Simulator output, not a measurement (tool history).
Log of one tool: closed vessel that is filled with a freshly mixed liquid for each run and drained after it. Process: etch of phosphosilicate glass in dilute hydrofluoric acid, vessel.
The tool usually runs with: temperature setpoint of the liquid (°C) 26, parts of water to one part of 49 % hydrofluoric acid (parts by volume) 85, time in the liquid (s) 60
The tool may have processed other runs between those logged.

run,hour,temperature setpoint of the liquid (°C),parts of water to one part of 49 % hydrofluoric acid (parts by volume),time in the liquid (s),"read-back film thickness of the phosphosilicate glass reference wafer, read on the same gauge (nm)",thickness taken off the phosphosilicate glass on a monitor wafer (Å)
1,0,26,85,40,90.04,786.5
2,12.2,26,85,40,90.04,790.7
3,20.4,26,100,35,89.99,578.1
4,31.9,26,100,35,90.02,580.8
5,44.2,26,115,60,89.97,845.4
6,61.7,26,115,60,89.97,836.5
7,72.3,26,115,60,90.04,841
8,85.9,26,85,60,89.97,1181.5
9,95.9,26,85,60,89.99,1178.3
10,106.2,26,85,60,89.98,1166.2
11,121.5,26,85,60,89.97,1160.9
12,132.6,26,85,60,90,1172.2
# hour 134.6: hydrofluoric acid flow meter replaced
13,142.7,29,85,60,89.97,1325.1
14,160.4,29,85,60,90.01,1327.8
15,169.8,29,85,60,90,1323.2
# hour 179.3: thermometer replaced
16,187.6,29,105,75,90,1432.1

What does the tool deliver on the next run?
17,200.3,26,55,50,?,?

read-back film thickness of the phosphosilicate glass reference wafer, read on the same gauge (nm): 90
thickness taken off the phosphosilicate glass on a monitor wafer (Å): 1752.5
Were there no unlogged condition in the tool, this run, its random variation unchanged, would have produced thickness taken off the phosphosilicate glass on a monitor wafer (Å) 1755.4.

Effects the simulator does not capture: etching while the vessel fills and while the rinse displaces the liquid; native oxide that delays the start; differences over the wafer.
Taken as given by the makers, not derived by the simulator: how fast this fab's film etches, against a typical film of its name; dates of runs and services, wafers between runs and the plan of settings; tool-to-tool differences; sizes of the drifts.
